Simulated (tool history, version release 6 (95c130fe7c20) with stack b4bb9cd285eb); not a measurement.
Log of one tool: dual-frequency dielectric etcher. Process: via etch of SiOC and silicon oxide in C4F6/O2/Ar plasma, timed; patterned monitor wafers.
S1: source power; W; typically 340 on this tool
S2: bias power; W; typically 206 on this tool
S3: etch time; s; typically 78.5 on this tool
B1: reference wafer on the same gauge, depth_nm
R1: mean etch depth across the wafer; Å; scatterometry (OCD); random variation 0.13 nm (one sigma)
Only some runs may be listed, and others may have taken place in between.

run	hour	S1	S2	S3	B1	R1
1	0	340	229	78.5	94.6	884
2	7.6	340	229	78.5	94.6	883
3	21	340	206	78.5	94.6	859
4	36.4	340	206	78.5	94.6	860
5	44.5	340	206	78.5	94.6	859
6	57.3	340	206	78.5	94.6	856
7	65.2	340	206	78.5	94.6	861
8	73.9	340	206	78.5	94.6	860
9	89.6	340	169	78.5	94.6	817
10	96.6	340	169	78.5	94.6	815
# hour 111.6: bias power generator calibrated
# hour 116.5: gauge calibrated
# hour 132.5: wet clean of the chamber
11	133	340	169	78.5	94.6	789
12	133.3	340	174	92	94.6	933
13	140.4	340	169	78.5	94.6	791
14	150.6	340	176	86	94.6	877
# hour 157.5: source power generator calibrated
15	165.7	340	206	89.5	94.6	956
16	178.4	380	236	78.5	94.6	905
17	186.1	290	206	78.5	94.6	790
18	194.4	370	223	65	94.6	733
# hour 228.1: upper electrode replaced
19	228.6	340	206	78.5	94.6	840
20	228.9	340	176	86	94.6	879
21	230.7	340	168	78.5	94.6	790
22	246.6	380	206	68.5	94.6	763
23	259.5	280	185	78.5	94.6	760
24	275.8	400	206	90	94.6	1018
25	290.4	340	221	63	94.5	689

What if the next run were any one of these 5? Each begins from the tool's condition after run 25:
A	290.8	340	206	78.5	?	?
B	290.8	290	243	61.5	?	?
C	290.8	340	228	96.5	?	?
D	290.8	340	206	70.5	?	?
E	290.8	370	206	65	?	?

run	B1	R1
A	94.6	838
B	94.6	653
C	94.6	1062
D	94.6	753
E	94.6	716
Without the tool's hidden state the same runs would have given:
run	R1
A	835
B	650
C	1057
D	749
E	712

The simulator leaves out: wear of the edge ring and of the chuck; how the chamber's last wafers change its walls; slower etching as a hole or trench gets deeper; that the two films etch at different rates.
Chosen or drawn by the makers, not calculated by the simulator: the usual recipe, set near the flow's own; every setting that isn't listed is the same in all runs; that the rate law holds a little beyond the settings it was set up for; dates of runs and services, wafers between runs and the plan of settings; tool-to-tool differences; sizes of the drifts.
